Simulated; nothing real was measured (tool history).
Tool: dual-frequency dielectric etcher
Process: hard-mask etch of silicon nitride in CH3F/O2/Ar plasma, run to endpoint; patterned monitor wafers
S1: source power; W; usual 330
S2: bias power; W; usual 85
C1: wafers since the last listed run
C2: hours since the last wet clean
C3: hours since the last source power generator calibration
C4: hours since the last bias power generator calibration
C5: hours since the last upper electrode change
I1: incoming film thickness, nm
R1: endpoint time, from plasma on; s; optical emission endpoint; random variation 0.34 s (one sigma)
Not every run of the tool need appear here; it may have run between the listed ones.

| run | hour | S1 | S2 | C1 | C2 | C3 | C4 | C5 | I1 | R1 |
|---|---|---|---|---|---|---|---|---|---|---|
| 1 | 0.0 | 330 | 85 | 0 | 381.2 | 3871.0 | 3866.8 | 4678.1 | 52.4 | 79.8 |
|  | 19.6 | wet clean of the chamber |
| 2 | 54.1 | 270 | 85 | 404 | 34.5 | 3925.1 | 3920.9 | 4732.2 | 52.3 | 87.2 |
| 3 | 120.2 | 270 | 85 | 774 | 100.6 | 3991.2 | 3987.0 | 4798.3 | 51.2 | 85.3 |
| 4 | 157.3 | 270 | 85 | 434 | 137.7 | 4028.3 | 4024.1 | 4835.4 | 51.9 | 86.7 |
| 5 | 203.0 | 330 | 85 | 535 | 183.4 | 4074.0 | 4069.8 | 4881.1 | 52.1 | 77.1 |
| 6 | 265.1 | 330 | 85 | 727 | 245.5 | 4136.1 | 4131.9 | 4943.2 | 52.5 | 78.9 |
| 7 | 334.7 | 330 | 85 | 815 | 315.1 | 4205.7 | 4201.5 | 5012.8 | 52.4 | 79.2 |
| 8 | 364.4 | 330 | 85 | 348 | 344.8 | 4235.4 | 4231.2 | 5042.5 | 51.5 | 77.5 |
| 9 | 435.7 | 330 | 85 | 835 | 416.1 | 4306.7 | 4302.5 | 5113.8 | 51.8 | 79.9 |
|  | 486.4 | wet clean of the chamber |
| 10 | 494.9 | 360 | 76 | 412 | 8.5 | 4365.9 | 4361.7 | 5173.0 | 52.0 | 75.5 |
| 11 | 557.9 | 290 | 85 | 738 | 71.5 | 4428.9 | 4424.7 | 5236.0 | 52.2 | 83.3 |
| 12 | 604.6 | 290 | 85 | 547 | 118.2 | 4475.6 | 4471.4 | 5282.7 | 51.6 | 81.7 |
| 13 | 646.1 | 330 | 70 | 486 | 159.7 | 4517.1 | 4512.9 | 5324.2 | 51.8 | 84.2 |
| 14 | 683.5 | 330 | 70 | 438 | 197.1 | 4554.5 | 4550.3 | 5361.6 | 51.7 | 84.9 |
| 15 | 714.3 | 260 | 85 | 361 | 227.9 | 4585.3 | 4581.1 | 5392.4 | 51.7 | 89.3 |
|  | 755.0 | source power generator calibrated |
| 16 | 755.5 | 330 | 85 | 436 | 269.1 | 0.5 | 4622.3 | 5433.6 | 52.2 | 77.9 |
| 17 | 819.6 | 390 | 85 | 751 | 333.2 | 64.6 | 4686.4 | 5497.7 | 51.9 | 70.9 |
| 18 | 878.0 | 260 | 73 | 684 | 391.6 | 123.0 | 4744.8 | 5556.1 | 51.9 | 99.6 |
|  | 938.5 | bias power generator calibrated |
|  | 940.2 | wet clean of the chamber |
| 19 | 940.7 | 300 | 74 | 667 | 0.5 | 185.7 | 2.2 | 5618.8 | 52.1 | 85.6 |
|  | 974.2 | upper electrode replaced |
| 20 | 995.4 | 260 | 71 | 359 | 55.2 | 240.4 | 56.9 | 21.2 | 52.2 | 98.4 |
| 21 | 1050.9 | 350 | 93 | 650 | 110.7 | 295.9 | 112.4 | 76.7 | 51.7 | 70.6 |
| 22 | 1122.5 | 330 | 97 | 839 | 182.3 | 367.5 | 184.0 | 148.3 | 52.5 | 73.4 |
| 23 | 1173.1 | 330 | 85 | 593 | 232.9 | 418.1 | 234.6 | 198.9 | 51.8 | 78.0 |
|  | 1303.5 | wet clean of the chamber |
| 24 | 1304.0 | 250 | 96 | 1253 | 0.5 | 549.0 | 365.5 | 329.8 | 51.9 | 84.9 |
| 25 | 1338.5 | 330 | 85 | 404 | 35.0 | 583.5 | 400.0 | 364.3 | 51.4 | 75.6 |
| 26 | 1379.0 | 360 | 91 | 474 | 75.5 | 624.0 | 440.5 | 404.8 | 51.9 | 69.6 |
| 27 | 1446.8 | 380 | 95 | 794 | 143.3 | 691.8 | 508.3 | 472.6 | 51.9 | 67.2 |
| 28 | 1512.7 | 380 | 66 | 772 | 209.2 | 757.7 | 574.2 | 538.5 | 52.2 | 81.9 |

Each row is a separate what-if for the run after 28, all from the same tool condition, not one after another. Results?
| A | 1513.1 | 330 | 85 | 4 | 209.6 | 758.1 | 574.6 | 538.9 | 52.3 | ? |
| B | 1513.1 | 300 | 99 | 4 | 209.6 | 758.1 | 574.6 | 538.9 | 52.3 | ? |
| C | 1513.1 | 360 | 106 | 4 | 209.6 | 758.1 | 574.6 | 538.9 | 52.3 | ? |
| D | 1513.1 | 400 | 80 | 4 | 209.6 | 758.1 | 574.6 | 538.9 | 52.3 | ? |

| run | R1 |
|---|---|
| A | 78.2 |
| B | 76.9 |
| C | 66.7 |
| D | 72.2 |
Without the tool's hidden state the same runs would have given:
| run | R1 |
|---|---|
| A | 76.2 |
| B | 74.9 |
| C | 65.0 |
| D | 70.3 |
